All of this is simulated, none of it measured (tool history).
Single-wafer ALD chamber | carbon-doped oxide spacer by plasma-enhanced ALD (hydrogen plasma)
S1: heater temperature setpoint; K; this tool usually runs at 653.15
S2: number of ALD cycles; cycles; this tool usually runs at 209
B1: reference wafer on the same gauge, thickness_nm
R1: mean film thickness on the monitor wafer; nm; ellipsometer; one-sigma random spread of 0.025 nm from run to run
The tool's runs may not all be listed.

run 1 hour=0 | S1=657.15 S2=209 | B1=10.08 | R1=10.228
run 2 hour=88.7 | S1=657.15 S2=209 | B1=10.116 | R1=10.256
run 3 hour=106 | S1=657.15 S2=209 | B1=10.123 | R1=10.284
run 4 hour=122.8 | S1=653.15 S2=209 | B1=10.128 | R1=10.279
-- hour=147.2 thermocouple changed; heater temperature recalibrated
run 5 hour=152.7 | S1=653.15 S2=209 | B1=10.141 | R1=10.276
run 6 hour=171.2 | S1=653.15 S2=209 | B1=10.152 | R1=10.279
run 7 hour=205.9 | S1=653.15 S2=209 | B1=10.158 | R1=10.323
-- hour=275.5 gauge calibrated
run 8 hour=286.1 | S1=653.15 S2=209 | B1=10.034 | R1=10.167
run 9 hour=316.9 | S1=640.15 S2=172 | B1=10.05 | R1=8.4
run 10 hour=348.5 | S1=653.15 S2=209 | B1=10.064 | R1=10.199
run 11 hour=363.5 | S1=639.15 S2=209 | B1=10.081 | R1=10.192
run 12 hour=384.9 | S1=641.15 S2=247 | B1=10.089 | R1=12.078
run 13 hour=417.3 | S1=640.15 S2=239 | B1=10.093 | R1=11.746
run 14 hour=438.1 | S1=653.15 S2=251 | B1=10.097 | R1=12.307

What will run 15 give?
run 15 hour=454.2 | S1=658.15 S2=209 | B1=? | R1=?

B1: 10.107
R1: 10.283 nm
Had the tool carried no hidden state, the very same run would have given R1 10.174 nm.
